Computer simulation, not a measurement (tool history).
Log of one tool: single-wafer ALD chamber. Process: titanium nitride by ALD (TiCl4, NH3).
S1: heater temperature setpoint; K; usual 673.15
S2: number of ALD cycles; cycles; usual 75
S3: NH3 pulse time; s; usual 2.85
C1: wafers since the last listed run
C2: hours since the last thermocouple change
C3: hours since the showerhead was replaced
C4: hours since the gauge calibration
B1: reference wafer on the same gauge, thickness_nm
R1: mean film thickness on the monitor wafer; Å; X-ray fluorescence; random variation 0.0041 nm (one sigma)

run	hour	S1	S2	S3	C1	C2	C3	C4	B1	R1
1	0.0	673.15	75	2.85	0	1551.4	3965.2	232.8	1.751	16.48
2	27.9	673.15	75	2.85	65	1579.3	3993.1	260.7	1.749	16.47
3	55.9	673.15	75	2.85	65	1607.3	4021.1	288.7	1.752	16.53
4	72.2	673.15	75	2.85	38	1623.6	4037.4	305.0	1.750	16.42
5	98.2	673.15	75	2.85	61	1649.6	4063.4	331.0	1.749	16.46
6	130.7	673.15	75	2.85	76	1682.1	4095.9	363.5	1.751	16.48
7	161.8	673.15	75	2.85	73	1713.2	4127.0	394.6	1.750	16.45
8	184.2	673.15	75	2.85	52	1735.6	4149.4	417.0	1.750	16.46
9	219.9	673.15	75	2.85	83	1771.3	4185.1	452.7	1.751	16.46
10	241.5	673.15	75	2.85	50	1792.9	4206.7	474.3	1.748	16.54
11	265.3	663.15	64	2.85	55	1816.7	4230.5	498.1	1.750	14.01
12	300.9	663.15	64	2.85	83	1852.3	4266.1	533.7	1.751	13.92
# hour 304.1: gauge calibrated
13	319.2	673.15	75	2.85	42	1870.6	4284.4	15.1	1.750	16.45
14	342.2	673.15	75	2.85	54	1893.6	4307.4	38.1	1.750	16.53
15	359.0	673.15	75	2.85	39	1910.4	4324.2	54.9	1.750	16.47
16	383.0	673.15	75	2.85	56	1934.4	4348.2	78.9	1.751	16.59
17	399.4	664.15	75	2.85	38	1950.8	4364.6	95.3	1.751	16.40
# hour 407.8: thermocouple changed; heater temperature recalibrated
18	430.1	673.15	64	2.04	53	22.3	4395.3	126.0	1.751	14.01
19	457.0	673.15	75	2.85	63	49.2	4422.2	152.9	1.750	16.51
20	478.7	683.15	81	2.18	50	70.9	4443.9	174.6	1.750	17.79
21	506.5	688.15	61	2.13	65	98.7	4471.7	202.4	1.749	13.42
22	573.4	660.15	70	2.85	157	165.6	4538.6	269.3	1.751	15.20

The next listed run, before its measurement:
23	587.5	673.15	75	2.85	33	179.7	4552.7	283.4	?	?

Run 23 gave B1 1.748, R1 16.52 Å.
Without the tool's hidden state the same run would have given R1 16.52 Å.
